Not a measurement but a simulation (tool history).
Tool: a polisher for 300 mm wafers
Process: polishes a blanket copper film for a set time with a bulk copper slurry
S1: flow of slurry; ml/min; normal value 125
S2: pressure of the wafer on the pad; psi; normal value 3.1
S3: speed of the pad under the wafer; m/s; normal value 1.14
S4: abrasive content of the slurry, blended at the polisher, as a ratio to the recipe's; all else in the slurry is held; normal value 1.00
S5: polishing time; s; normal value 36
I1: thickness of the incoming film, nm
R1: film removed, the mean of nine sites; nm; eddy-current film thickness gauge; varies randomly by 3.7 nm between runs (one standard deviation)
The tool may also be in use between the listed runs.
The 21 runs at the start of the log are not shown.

| run | hour | S1 | S2 | S3 | S4 | S5 | I1 | R1 |
|---|---|---|---|---|---|---|---|---|
|  | 236.7 | slurry blender recalibrated |
| 22 | 240.4 | 160 | 3.1 | 1.14 | 1.00 | 36 | 4368.4 | 454.5 |
| 23 | 283.9 | 125 | 2.0 | 0.80 | 1.00 | 36 | 4458.1 | 240.5 |
| 24 | 293.9 | 125 | 3.1 | 1.14 | 1.00 | 36 | 4331.1 | 425.1 |
| 25 | 311.0 | 125 | 3.1 | 1.14 | 1.00 | 36 | 4386.9 | 435.8 |
| 26 | 324.3 | 125 | 3.5 | 1.14 | 1.00 | 36 | 4352.9 | 478.6 |
|  | 331.2 | worn pad replaced by a new one |
| 27 | 337.5 | 125 | 3.1 | 1.14 | 1.00 | 36 | 4350.1 | 430.5 |
| 28 | 355.2 | 125 | 3.1 | 1.14 | 1.00 | 36 | 4399.3 | 428.0 |
| 29 | 372.4 | 125 | 3.1 | 1.14 | 0.80 | 44 | 4404.1 | 496.8 |
| 30 | 378.6 | 125 | 3.1 | 1.32 | 1.00 | 36 | 4370.1 | 463.1 |
| 31 | 386.4 | 125 | 3.1 | 1.14 | 1.00 | 26 | 4428.0 | 307.7 |

What if the next run were any one of these 3? Each begins from the tool's condition after run 31:
| A | 386.8 | 125 | 3.1 | 0.76 | 1.00 | 36 | 4337.3 | ? |
| B | 386.8 | 125 | 3.1 | 1.14 | 0.80 | 36 | 4337.3 | ? |
| C | 386.8 | 125 | 3.1 | 1.14 | 1.15 | 36 | 4337.3 | ? |

| run | R1 |
|---|---|
| A | 340.5 |
| B | 401.6 |
| C | 441.3 |
Take away the tool's hidden state, keep each run's random variation, and the runs would have read:
| run | R1 |
|---|---|
| A | 349.2 |
| B | 411.7 |
| C | 452.4 |

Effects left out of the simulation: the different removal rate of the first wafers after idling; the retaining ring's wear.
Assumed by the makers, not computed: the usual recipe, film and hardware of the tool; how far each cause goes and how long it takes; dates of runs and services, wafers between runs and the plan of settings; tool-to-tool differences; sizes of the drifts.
